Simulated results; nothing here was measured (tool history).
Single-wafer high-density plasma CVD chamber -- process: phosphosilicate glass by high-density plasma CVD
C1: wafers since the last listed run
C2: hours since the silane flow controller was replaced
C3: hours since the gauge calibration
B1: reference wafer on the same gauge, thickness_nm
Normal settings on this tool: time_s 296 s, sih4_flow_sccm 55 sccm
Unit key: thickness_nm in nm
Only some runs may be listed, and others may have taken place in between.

run 1 hour=0 | time_s=296 sih4_flow_sccm=55 | C1=0 C2=2833.9 C3=37.4 | B1=1849.867 | thickness_nm=1665.307
run 2 hour=6.7 | time_s=296 sih4_flow_sccm=55 | C1=52 C2=2840.6 C3=44.1 | B1=1850.22 | thickness_nm=1662.422
run 3 hour=23.9 | time_s=296 sih4_flow_sccm=55 | C1=134 C2=2857.8 C3=61.3 | B1=1850.169 | thickness_nm=1670.565
run 4 hour=38.4 | time_s=330 sih4_flow_sccm=55 | C1=113 C2=2872.3 C3=75.8 | B1=1849.874 | thickness_nm=1862.408
run 5 hour=45 | time_s=330 sih4_flow_sccm=55 | C1=51 C2=2878.9 C3=82.4 | B1=1850.433 | thickness_nm=1866.997
run 6 hour=55.3 | time_s=330 sih4_flow_sccm=55 | C1=80 C2=2889.2 C3=92.7 | B1=1850.122 | thickness_nm=1857.948
run 7 hour=64.1 | time_s=311 sih4_flow_sccm=52 | C1=68 C2=2898 C3=101.5 | B1=1850.226 | thickness_nm=1703.643
run 8 hour=72.9 | time_s=311 sih4_flow_sccm=52 | C1=68 C2=2906.8 C3=110.3 | B1=1849.895 | thickness_nm=1703.276
run 9 hour=87.6 | time_s=311 sih4_flow_sccm=52 | C1=115 C2=2921.5 C3=125 | B1=1850.402 | thickness_nm=1702.773
run 10 hour=95.4 | time_s=296 sih4_flow_sccm=52 | C1=61 C2=2929.3 C3=132.8 | B1=1850.361 | thickness_nm=1620.751
run 11 hour=105.5 | time_s=296 sih4_flow_sccm=52 | C1=79 C2=2939.4 C3=142.9 | B1=1850.443 | thickness_nm=1621.343
run 12 hour=116.2 | time_s=296 sih4_flow_sccm=52 | C1=83 C2=2950.1 C3=153.6 | B1=1850.073 | thickness_nm=1622.791
run 13 hour=130.7 | time_s=334 sih4_flow_sccm=55 | C1=113 C2=2964.6 C3=168.1 | B1=1850.337 | thickness_nm=1888.904
run 14 hour=162.6 | time_s=334 sih4_flow_sccm=55 | C1=249 C2=2996.5 C3=200 | B1=1849.807 | thickness_nm=1890.911
run 15 hour=174.1 | time_s=334 sih4_flow_sccm=55 | C1=90 C2=3008 C3=211.5 | B1=1850.207 | thickness_nm=1886.871
run 16 hour=182.4 | time_s=296 sih4_flow_sccm=55 | C1=65 C2=3016.3 C3=219.8 | B1=1850.141 | thickness_nm=1672.488
run 17 hour=198.8 | time_s=296 sih4_flow_sccm=55 | C1=128 C2=3032.7 C3=236.2 | B1=1850.285 | thickness_nm=1675.536
run 18 hour=206.7 | time_s=296 sih4_flow_sccm=55 | C1=61 C2=3040.6 C3=244.1 | B1=1849.954 | thickness_nm=1678.278
run 19 hour=219.6 | time_s=296 sih4_flow_sccm=55 | C1=101 C2=3053.5 C3=257 | B1=1850.467 | thickness_nm=1673.337
run 20 hour=237.4 | time_s=296 sih4_flow_sccm=55 | C1=139 C2=3071.3 C3=274.8 | B1=1849.728 | thickness_nm=1677.657
run 21 hour=254.8 | time_s=296 sih4_flow_sccm=55 | C1=136 C2=3088.7 C3=292.2 | B1=1849.464 | thickness_nm=1679.088
run 22 hour=261.3 | time_s=281 sih4_flow_sccm=51 | C1=50 C2=3095.2 C3=298.7 | B1=1850.2 | thickness_nm=1529.791
run 23 hour=282.1 | time_s=281 sih4_flow_sccm=51 | C1=162 C2=3116 C3=319.5 | B1=1850.386 | thickness_nm=1529.491
-- hour=285.3 gauge calibrated
run 24 hour=299.6 | time_s=296 sih4_flow_sccm=55 | C1=137 C2=3133.5 C3=14.3 | B1=1850.335 | thickness_nm=1676.163
run 25 hour=312.7 | time_s=296 sih4_flow_sccm=63 | C1=102 C2=3146.6 C3=27.4 | B1=1849.892 | thickness_nm=1811.169
run 26 hour=320.5 | time_s=250 sih4_flow_sccm=59 | C1=61 C2=3154.4 C3=35.2 | B1=1850.25 | thickness_nm=1474.441
run 27 hour=332.4 | time_s=296 sih4_flow_sccm=55 | C1=93 C2=3166.3 C3=47.1 | B1=1849.481 | thickness_nm=1679.414
run 28 hour=339.6 | time_s=296 sih4_flow_sccm=55 | C1=56 C2=3173.5 C3=54.3 | B1=1850.157 | thickness_nm=1680.719
run 29 hour=351.1 | time_s=257 sih4_flow_sccm=63 | C1=90 C2=3185 C3=65.8 | B1=1849.962 | thickness_nm=1575.309
run 30 hour=365.3 | time_s=275 sih4_flow_sccm=47 | C1=111 C2=3199.2 C3=80 | B1=1849.409 | thickness_nm=1432.981
run 31 hour=377.4 | time_s=296 sih4_flow_sccm=55 | C1=94 C2=3211.3 C3=92.1 | B1=1850.017 | thickness_nm=1681.162
run 32 hour=391.6 | time_s=248 sih4_flow_sccm=59 | C1=111 C2=3225.5 C3=106.3 | B1=1850.135 | thickness_nm=1466.678
-- hour=414.4 silane flow controller replaced
run 33 hour=414.9 | time_s=272 sih4_flow_sccm=58 | C1=119 C2=0.5 C3=129.6 | B1=1848.986 | thickness_nm=1545.296
run 34 hour=417.3 | time_s=245 sih4_flow_sccm=45 | C1=18 C2=2.9 C3=132 | B1=1850.625 | thickness_nm=1214.328
run 35 hour=433.1 | time_s=296 sih4_flow_sccm=55 | C1=123 C2=18.7 C3=147.8 | B1=1849.298 | thickness_nm=1635.09
run 36 hour=448.8 | time_s=268 sih4_flow_sccm=55 | C1=123 C2=34.4 C3=163.5 | B1=1850.321 | thickness_nm=1479.829
run 37 hour=459.1 | time_s=254 sih4_flow_sccm=55 | C1=80 C2=44.7 C3=173.8 | B1=1850.125 | thickness_nm=1403.962
run 38 hour=470.3 | time_s=296 sih4_flow_sccm=55 | C1=87 C2=55.9 C3=185 | B1=1850.703 | thickness_nm=1632.681
run 39 hour=478.2 | time_s=342 sih4_flow_sccm=55 | C1=61 C2=63.8 C3=192.9 | B1=1850.198 | thickness_nm=1886.842
run 40 hour=486.1 | time_s=242 sih4_flow_sccm=55 | C1=61 C2=71.7 C3=200.8 | B1=1848.942 | thickness_nm=1336.556
run 41 hour=494.1 | time_s=266 sih4_flow_sccm=63 | C1=62 C2=79.7 C3=208.8 | B1=1849.225 | thickness_nm=1585.888
run 42 hour=502.1 | time_s=278 sih4_flow_sccm=55 | C1=62 C2=87.7 C3=216.8 | B1=1849.989 | thickness_nm=1537.05
run 43 hour=517.4 | time_s=257 sih4_flow_sccm=49 | C1=119 C2=103 C3=232.1 | B1=1850.449 | thickness_nm=1338.335
run 44 hour=533.4 | time_s=296 sih4_flow_sccm=55 | C1=125 C2=119 C3=248.1 | B1=1850.013 | thickness_nm=1633.239
run 45 hour=545.9 | time_s=348 sih4_flow_sccm=51 | C1=97 C2=131.5 C3=260.6 | B1=1849.88 | thickness_nm=1847.341
run 46 hour=560.5 | time_s=245 sih4_flow_sccm=48 | C1=114 C2=146.1 C3=275.2 | B1=1849.921 | thickness_nm=1260.961
run 47 hour=573.3 | time_s=296 sih4_flow_sccm=55 | C1=100 C2=158.9 C3=288 | B1=1849.723 | thickness_nm=1633.12

Below are 3 alternative next runs, each starting from the tool's condition after run 47. Predict each:
run A hour=573.8 | time_s=296 sih4_flow_sccm=46 | C1=3 C2=159.4 C3=288.5 | B1=? | thickness_nm=?
run B hour=573.8 | time_s=296 sih4_flow_sccm=62 | C1=3 C2=159.4 C3=288.5 | B1=? | thickness_nm=?
run C hour=573.8 | time_s=344 sih4_flow_sccm=50 | C1=3 C2=159.4 C3=288.5 | B1=? | thickness_nm=?

run=A B1=1849.989 thickness_nm=1487.396
run=B B1=1849.989 thickness_nm=1747.494
run=C B1=1849.989 thickness_nm=1804.165
The same runs, with their run-to-run variation unchanged, on a tool lacking any hidden condition would have given:
run=A thickness_nm=1480.564
run=B thickness_nm=1739.466
run=C thickness_nm=1795.877

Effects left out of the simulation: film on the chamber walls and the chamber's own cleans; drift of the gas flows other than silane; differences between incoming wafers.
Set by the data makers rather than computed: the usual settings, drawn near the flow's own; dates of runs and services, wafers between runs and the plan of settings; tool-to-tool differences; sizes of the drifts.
